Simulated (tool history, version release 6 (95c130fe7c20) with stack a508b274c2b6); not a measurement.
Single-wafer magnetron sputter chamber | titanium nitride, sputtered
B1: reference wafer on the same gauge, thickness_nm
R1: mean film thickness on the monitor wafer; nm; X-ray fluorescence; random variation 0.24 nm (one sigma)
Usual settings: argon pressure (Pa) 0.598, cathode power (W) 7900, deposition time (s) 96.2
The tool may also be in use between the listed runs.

run 1 hour=0.0 | argon_pressure_(Pa)=0.598 cathode_power_(W)=7900 deposition_time_(s)=96.2 | B1=144.058 | R1=126.093
run 2 hour=27.9 | argon_pressure_(Pa)=0.598 cathode_power_(W)=6650 deposition_time_(s)=96.2 | B1=144.002 | R1=113.109
run 3 hour=59.5 | argon_pressure_(Pa)=0.598 cathode_power_(W)=7900 deposition_time_(s)=96.2 | B1=143.933 | R1=125.903
run 4 hour=92.8 | argon_pressure_(Pa)=0.598 cathode_power_(W)=7900 deposition_time_(s)=96.2 | B1=144.033 | R1=125.194
-- hour=118.5 gauge calibrated
run 5 hour=124.3 | argon_pressure_(Pa)=0.475 cathode_power_(W)=7900 deposition_time_(s)=96.2 | B1=143.964 | R1=132.351
run 6 hour=149.1 | argon_pressure_(Pa)=0.475 cathode_power_(W)=7900 deposition_time_(s)=96.2 | B1=144.023 | R1=131.999
run 7 hour=179.7 | argon_pressure_(Pa)=0.598 cathode_power_(W)=7900 deposition_time_(s)=96.2 | B1=144.010 | R1=123.744
run 8 hour=196.9 | argon_pressure_(Pa)=0.483 cathode_power_(W)=6300 deposition_time_(s)=90.7 | B1=143.987 | R1=107.095
run 9 hour=218.3 | argon_pressure_(Pa)=0.598 cathode_power_(W)=8850 deposition_time_(s)=96.2 | B1=144.006 | R1=132.483
-- hour=228.5 capacitance manometer re-zeroed and calibrated
-- hour=235.8 magnet pack replaced
-- hour=238.3 sputter target and shields replaced
run 10 hour=238.8 | argon_pressure_(Pa)=0.598 cathode_power_(W)=7900 deposition_time_(s)=78.6 | B1=144.000 | R1=107.210
run 11 hour=251.2 | argon_pressure_(Pa)=0.365 cathode_power_(W)=7900 deposition_time_(s)=111.1 | B1=144.023 | R1=167.172
run 12 hour=284.9 | argon_pressure_(Pa)=0.828 cathode_power_(W)=6150 deposition_time_(s)=90.2 | B1=143.896 | R1=96.362
run 13 hour=297.4 | argon_pressure_(Pa)=0.598 cathode_power_(W)=7900 deposition_time_(s)=96.2 | B1=143.980 | R1=130.983
run 14 hour=315.6 | argon_pressure_(Pa)=0.404 cathode_power_(W)=6650 deposition_time_(s)=90.1 | B1=143.967 | R1=119.358

5 ways to go on from here, each from the tool as it stands after run 14. What would each give?
run A hour=316.0 | argon_pressure_(Pa)=0.598 cathode_power_(W)=7900 deposition_time_(s)=96.2 | B1=? | R1=?
run B hour=316.0 | argon_pressure_(Pa)=0.821 cathode_power_(W)=9550 deposition_time_(s)=96.2 | B1=? | R1=?
run C hour=316.0 | argon_pressure_(Pa)=0.598 cathode_power_(W)=6750 deposition_time_(s)=82.1 | B1=? | R1=?
run D hour=316.0 | argon_pressure_(Pa)=0.503 cathode_power_(W)=9850 deposition_time_(s)=113.0 | B1=? | R1=?
run E hour=316.0 | argon_pressure_(Pa)=0.480 cathode_power_(W)=9450 deposition_time_(s)=96.2 | B1=? | R1=?

run=A B1=143.936 R1=131.191
run=B B1=143.936 R1=136.378
run=C B1=143.936 R1=101.389
run=D B1=143.936 R1=185.809
run=E B1=143.936 R1=155.161
Without the tool's hidden state the same runs would have given:
run=A R1=131.648
run=B R1=136.898
run=C R1=101.742
run=D R1=186.429
run=E R1=155.672

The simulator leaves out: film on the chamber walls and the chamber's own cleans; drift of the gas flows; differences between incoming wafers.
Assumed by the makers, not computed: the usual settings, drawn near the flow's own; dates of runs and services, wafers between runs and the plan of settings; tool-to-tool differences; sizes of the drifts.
